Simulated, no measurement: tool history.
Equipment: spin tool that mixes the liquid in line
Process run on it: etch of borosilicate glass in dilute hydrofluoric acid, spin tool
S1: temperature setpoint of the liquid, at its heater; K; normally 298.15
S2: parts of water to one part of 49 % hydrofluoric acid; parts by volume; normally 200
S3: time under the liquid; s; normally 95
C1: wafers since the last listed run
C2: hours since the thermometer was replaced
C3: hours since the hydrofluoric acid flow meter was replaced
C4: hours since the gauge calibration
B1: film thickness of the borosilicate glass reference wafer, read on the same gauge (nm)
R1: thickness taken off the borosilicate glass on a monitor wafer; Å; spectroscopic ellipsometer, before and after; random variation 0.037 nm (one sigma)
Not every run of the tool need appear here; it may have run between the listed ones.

run    hour      S1   S2   S3    C1      C2      C3     C4     B1     R1
  1       0  298.15  200  135     0  1765.7  1023.8  283.8  40.02  108.6
  2    45.3  294.65  200   95   371    1811  1069.1  329.1  40.01     67
  3   116.3  298.15  250   95   581    1882  1140.1  400.1  40.02   57.8
  4   189.9  298.15  250   95   603  1955.6  1213.7  473.7     40   57.5
  5   243.2  298.15  250   95   436  2008.9    1267    527  40.01   57.4
  6   295.8  298.15  200   95   431  2061.5  1319.6  579.6  39.99   75.5
  7   381.8  298.15  200  110   704  2147.5  1405.6  665.6  39.98   87.4
      430.3  -- hydrofluoric acid flow meter replaced
  8   446.7  298.15  200  110   523  2212.4    16.4  730.5  40.03   80.2
      504.9  -- thermometer replaced
  9     532  300.65  295   45   690    27.1   101.7  815.8  39.99   21.8
      580.7  -- hydrofluoric acid flow meter replaced, repeated, since the last time left the tool worse
 10   589.2  298.15  200  110   460    84.3     8.5    873  39.99   93.9
 11   638.5  298.15  200   95   404   133.6    57.8  922.3     40   81.1
 12   686.8  294.15  200   70   395   181.9   106.1  970.6  40.01   51.2
      966.2  -- gauge calibrated
 13   987.8  296.65  275  130  2466   482.9   407.1   21.6  40.01   69.6
 14  1037.1  298.15  200   95   404   532.2   456.4   70.9  39.99   79.7
 15  1107.8  296.65  275   45   579   602.9   527.1  141.6  39.99   23.9
 16  1173.8  298.15  125   95   540   668.9   593.1  207.6  39.99  138.5
 17  1246.9  298.15  155   95   599     742   666.2  280.7  40.01    106

Table of differences, measured result less the result of that run with no hidden state. Run-to-run variation is the same in both. Gauge scatter possibly is not:
Unlogged tool condition in this case: liquid hotter than its thermometer reads (K); hydrofluoric acid flow below the setpoint (%); gauge reads high (%).
run    R1
  1  -6.6
  2  -4.1
  3    -4
  4  -4.2
  5  -4.4
  6  -5.8
  7  -7.1
  8   -13
  9    -4
 10  -0.1
 11  -0.3
 12  -0.3
 13  -1.5
 14  -1.8
 15  -0.7
 16  -3.9
 17  -3.4
